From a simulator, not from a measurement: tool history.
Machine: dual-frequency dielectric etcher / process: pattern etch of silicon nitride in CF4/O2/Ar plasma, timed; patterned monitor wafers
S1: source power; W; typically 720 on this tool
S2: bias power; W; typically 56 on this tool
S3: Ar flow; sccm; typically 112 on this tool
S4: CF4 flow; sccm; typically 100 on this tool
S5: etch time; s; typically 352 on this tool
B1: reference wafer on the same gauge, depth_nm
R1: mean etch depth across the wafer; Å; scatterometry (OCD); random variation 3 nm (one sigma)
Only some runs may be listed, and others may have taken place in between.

{"run": 1, "hour": 0.0, "S1": 720, "S2": 56, "S3": 112, "S4": 100, "S5": 352, "B1": 1092.7, "R1": 9248}
{"run": 2, "hour": 98.5, "S1": 720, "S2": 56, "S3": 112, "S4": 100, "S5": 352, "B1": 1092.8, "R1": 9168}
{"run": 3, "hour": 202.1, "S1": 720, "S2": 67, "S3": 112, "S4": 100, "S5": 352, "B1": 1092.5, "R1": 9832}
{"run": 4, "hour": 282.6, "S1": 720, "S2": 67, "S3": 112, "S4": 100, "S5": 352, "B1": 1093, "R1": 9866}
{"run": 5, "hour": 335.2, "S1": 850, "S2": 56, "S3": 123, "S4": 100, "S5": 352, "B1": 1092.3, "R1": 10549}
{"run": 6, "hour": 377.1, "S1": 720, "S2": 56, "S3": 112, "S4": 100, "S5": 406, "B1": 1092.7, "R1": 10396}
{"run": 7, "hour": 458.8, "S1": 720, "S2": 56, "S3": 112, "S4": 100, "S5": 406, "B1": 1092.7, "R1": 10350}
{"hour": 507.1, "done": "wet clean of the chamber"}
{"run": 8, "hour": 516.2, "S1": 720, "S2": 56, "S3": 112, "S4": 100, "S5": 406, "B1": 1092.9, "R1": 10615}
{"hour": 622.5, "done": "source power generator calibrated"}
{"run": 9, "hour": 623.0, "S1": 720, "S2": 56, "S3": 112, "S4": 100, "S5": 305.5, "B1": 1092.9, "R1": 8253}
{"hour": 665.6, "done": "CF4 flow controller replaced"}
{"run": 10, "hour": 673.7, "S1": 720, "S2": 56, "S3": 112, "S4": 88, "S5": 273, "B1": 1092.8, "R1": 7250}
{"hour": 718.1, "done": "upper electrode replaced"}
{"run": 11, "hour": 718.6, "S1": 900, "S2": 56, "S3": 133, "S4": 100, "S5": 267.5, "B1": 1093.2, "R1": 8737}
{"hour": 772.2, "done": "bias power generator calibrated"}
{"hour": 803.7, "done": "Ar flow controller replaced"}
{"run": 12, "hour": 804.2, "S1": 720, "S2": 56, "S3": 112, "S4": 100, "S5": 352, "B1": 1092.8, "R1": 9455}
{"run": 13, "hour": 855.2, "S1": 850, "S2": 68, "S3": 131, "S4": 110, "S5": 352, "B1": 1092.4, "R1": 12029}
{"run": 14, "hour": 902.0, "S1": 870, "S2": 68, "S3": 112, "S4": 100, "S5": 251, "B1": 1092.9, "R1": 8880}
{"hour": 948.9, "done": "gauge calibrated"}
{"run": 15, "hour": 972.4, "S1": 560, "S2": 48, "S3": 112, "S4": 100, "S5": 254.5, "B1": 1093.7, "R1": 4827}
{"run": 16, "hour": 1027.0, "S1": 720, "S2": 51, "S3": 112, "S4": 123, "S5": 436, "B1": 1092.8, "R1": 11418}
{"hour": 1103.4, "done": "wet clean of the chamber"}
{"run": 17, "hour": 1103.9, "S1": 720, "S2": 56, "S3": 112, "S4": 100, "S5": 352, "B1": 1093.2, "R1": 9556}
{"run": 18, "hour": 1164.8, "S1": 720, "S2": 56, "S3": 139, "S4": 75, "S5": 293.5, "B1": 1093.3, "R1": 7240}
{"run": 19, "hour": 1215.0, "S1": 540, "S2": 44, "S3": 100, "S4": 100, "S5": 352, "B1": 1092.8, "R1": 6386}
{"run": 20, "hour": 1283.0, "S1": 720, "S2": 46, "S3": 112, "S4": 100, "S5": 352, "B1": 1093.2, "R1": 8719}
{"run": 21, "hour": 1360.5, "S1": 720, "S2": 56, "S3": 112, "S4": 100, "S5": 352, "B1": 1093.5, "R1": 9466}
{"run": 22, "hour": 1425.3, "S1": 720, "S2": 56, "S3": 112, "S4": 100, "S5": 352, "B1": 1092.2, "R1": 9433}

Branching from run 22: 3 alternative next runs. What would each branch give?
{"run": "A", "hour": 1425.8, "S1": 840, "S2": 56, "S3": 112, "S4": 100, "S5": 352, "B1": "?", "R1": "?"}
{"run": "B", "hour": 1425.8, "S1": 550, "S2": 56, "S3": 112, "S4": 100, "S5": 352, "B1": "?", "R1": "?"}
{"run": "C", "hour": 1425.8, "S1": 610, "S2": 56, "S3": 140, "S4": 100, "S5": 425.5, "B1": "?", "R1": "?"}

run=A B1=1093 R1=11073
run=B B1=1093 R1=7048
run=C B1=1093 R1=9140
Without the tool's unlogged condition, the same runs would have read:
run=A R1=11215
run=B R1=7138
run=C R1=9256

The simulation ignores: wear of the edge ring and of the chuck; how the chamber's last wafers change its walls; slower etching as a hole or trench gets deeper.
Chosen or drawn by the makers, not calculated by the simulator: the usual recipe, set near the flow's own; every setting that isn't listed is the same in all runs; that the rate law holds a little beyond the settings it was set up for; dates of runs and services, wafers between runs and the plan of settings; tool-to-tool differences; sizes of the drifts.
